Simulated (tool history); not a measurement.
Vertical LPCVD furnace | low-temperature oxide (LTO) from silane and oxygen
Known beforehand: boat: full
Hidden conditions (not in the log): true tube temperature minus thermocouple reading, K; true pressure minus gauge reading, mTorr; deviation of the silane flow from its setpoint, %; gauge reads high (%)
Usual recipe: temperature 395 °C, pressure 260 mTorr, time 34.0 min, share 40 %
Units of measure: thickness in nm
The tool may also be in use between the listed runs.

| run | hour | temperature | pressure | time | share | wafers since the last listed run | hours since the last temperature calibration | hours since the pressure gauge was zeroed | hours since the silane flow controller was replaced | hours since the gauge calibration | read-back reference wafer on the same gauge, thickness | thickness |
|---|---|---|---|---|---|---|---|---|---|---|---|---|
| 1 | 0.0 | 395 | 260 | 34.0 | 40 | 0 | 4329.9 | 2856.5 | 2049.1 | 2274.4 | 367.97 | 355.36 |
| 2 | 68.3 | 387 | 260 | 34.0 | 40 | 1087 | 4398.2 | 2924.8 | 2117.4 | 2342.7 | 368.07 | 324.61 |
|  | 120.9 | thermocouples replaced and temperature profile calibrated |
| 3 | 154.8 | 395 | 260 | 34.0 | 40 | 995 | 33.9 | 3011.3 | 2203.9 | 2429.2 | 367.80 | 350.97 |
| 4 | 234.5 | 395 | 260 | 34.0 | 40 | 1269 | 113.6 | 3091.0 | 2283.6 | 2508.9 | 368.23 | 348.24 |
| 5 | 297.5 | 395 | 260 | 34.0 | 40 | 1003 | 176.6 | 3154.0 | 2346.6 | 2571.9 | 368.01 | 350.15 |
| 6 | 380.9 | 395 | 260 | 34.0 | 40 | 1328 | 260.0 | 3237.4 | 2430.0 | 2655.3 | 368.10 | 348.84 |
| 7 | 469.5 | 386 | 195 | 27.5 | 40 | 1411 | 348.6 | 3326.0 | 2518.6 | 2743.9 | 367.78 | 191.01 |
| 8 | 512.2 | 388 | 235 | 38.0 | 43 | 680 | 391.3 | 3368.7 | 2561.3 | 2786.6 | 368.03 | 355.43 |
| 9 | 587.6 | 395 | 260 | 34.0 | 40 | 1200 | 466.7 | 3444.1 | 2636.7 | 2862.0 | 368.02 | 349.81 |
| 10 | 838.5 | 395 | 260 | 34.0 | 40 | 3996 | 717.6 | 3695.0 | 2887.6 | 3112.9 | 368.21 | 350.34 |
| 11 | 925.8 | 388 | 290 | 27.0 | 38 | 1390 | 804.9 | 3782.3 | 2974.9 | 3200.2 | 368.15 | 268.18 |
| 12 | 974.2 | 385 | 260 | 34.0 | 32 | 770 | 853.3 | 3830.7 | 3023.3 | 3248.6 | 367.99 | 232.12 |
| 13 | 1063.5 | 395 | 260 | 29.5 | 35 | 1422 | 942.6 | 3920.0 | 3112.6 | 3337.9 | 368.01 | 256.54 |
| 14 | 1148.9 | 406 | 260 | 34.0 | 40 | 1360 | 1028.0 | 4005.4 | 3198.0 | 3423.3 | 368.20 | 395.04 |
|  | 1178.1 | pressure gauge zeroed |
| 15 | 1225.9 | 395 | 260 | 29.0 | 35 | 844 | 1105.0 | 47.8 | 3275.0 | 3500.3 | 368.03 | 252.74 |
| 16 | 1453.1 | 389 | 260 | 34.0 | 35 | 3618 | 1332.2 | 275.0 | 3502.2 | 3727.5 | 367.80 | 275.82 |
| 17 | 1537.8 | 389 | 260 | 34.0 | 43 | 1349 | 1416.9 | 359.7 | 3586.9 | 3812.2 | 367.91 | 356.02 |
| 18 | 1622.4 | 384 | 260 | 22.5 | 33 | 1347 | 1501.5 | 444.3 | 3671.5 | 3896.8 | 368.02 | 157.58 |
| 19 | 1702.0 | 385 | 260 | 34.0 | 35 | 1267 | 1581.1 | 523.9 | 3751.1 | 3976.4 | 367.99 | 262.03 |
|  | 1766.2 | silane flow controller replaced |
| 20 | 1766.7 | 395 | 260 | 34.0 | 40 | 648 | 1645.8 | 588.6 | 0.5 | 4041.1 | 367.99 | 350.80 |
|  | 1778.1 | gauge calibrated |
| 21 | 1810.5 | 395 | 235 | 42.5 | 40 | 697 | 1689.6 | 632.4 | 44.3 | 32.4 | 367.83 | 394.27 |
| 22 | 2121.6 | 395 | 260 | 34.0 | 40 | 4954 | 2000.7 | 943.5 | 355.4 | 343.5 | 367.98 | 351.21 |
| 23 | 2182.5 | 395 | 260 | 34.0 | 40 | 969 | 2061.6 | 1004.4 | 416.3 | 404.4 | 367.97 | 351.99 |
| 24 | 2232.2 | 401 | 235 | 23.5 | 40 | 791 | 2111.3 | 1054.1 | 466.0 | 454.1 | 367.90 | 234.56 |
| 25 | 2325.0 | 395 | 210 | 34.0 | 37 | 1478 | 2204.1 | 1146.9 | 558.8 | 546.9 | 368.14 | 257.46 |
| 26 | 2407.4 | 405 | 260 | 23.0 | 34 | 1312 | 2286.5 | 1229.3 | 641.2 | 629.3 | 368.06 | 216.81 |
| 27 | 2472.2 | 392 | 220 | 34.0 | 40 | 1032 | 2351.3 | 1294.1 | 706.0 | 694.1 | 367.99 | 288.04 |
| 28 | 2536.6 | 395 | 260 | 34.0 | 40 | 1025 | 2415.7 | 1358.5 | 770.4 | 758.5 | 368.15 | 351.08 |
| 29 | 2590.7 | 391 | 260 | 24.5 | 47 | 861 | 2469.8 | 1412.6 | 824.5 | 812.6 | 367.93 | 289.39 |
| 30 | 2666.0 | 395 | 260 | 21.0 | 36 | 1199 | 2545.1 | 1487.9 | 899.8 | 887.9 | 367.91 | 189.75 |
| 31 | 2759.4 | 388 | 235 | 38.0 | 43 | 1487 | 2638.5 | 1581.3 | 993.2 | 981.3 | 368.18 | 359.26 |

List, for all runs, the conditions of the tool that the log does not record:
true pressure minus gauge reading, mTorr: 0 at every run
deviation of the silane flow from its setpoint, %: 0 at every run
gauge reads high (%): 0 at every run
H1: true tube temperature minus thermocouple reading, K
| run | H1 |
|---|---|
| 1 | 1.72 |
| 2 | 1.78 |
| 3 | 0.0269 |
| 4 | 0.028 |
| 5 | 0.0296 |
| 6 | 0.0328 |
| 7 | 0.0375 |
| 8 | 0.0402 |
| 9 | 0.0459 |
| 10 | 0.0719 |
| 11 | 0.0835 |
| 12 | 0.0906 |
| 13 | 0.105 |
| 14 | 0.119 |
| 15 | 0.134 |
| 16 | 0.182 |
| 17 | 0.203 |
| 18 | 0.224 |
| 19 | 0.246 |
| 20 | 0.264 |
| 21 | 0.277 |
| 22 | 0.377 |
| 23 | 0.399 |
| 24 | 0.417 |
| 25 | 0.452 |
| 26 | 0.484 |
| 27 | 0.511 |
| 28 | 0.538 |
| 29 | 0.561 |
| 30 | 0.594 |
| 31 | 0.636 |

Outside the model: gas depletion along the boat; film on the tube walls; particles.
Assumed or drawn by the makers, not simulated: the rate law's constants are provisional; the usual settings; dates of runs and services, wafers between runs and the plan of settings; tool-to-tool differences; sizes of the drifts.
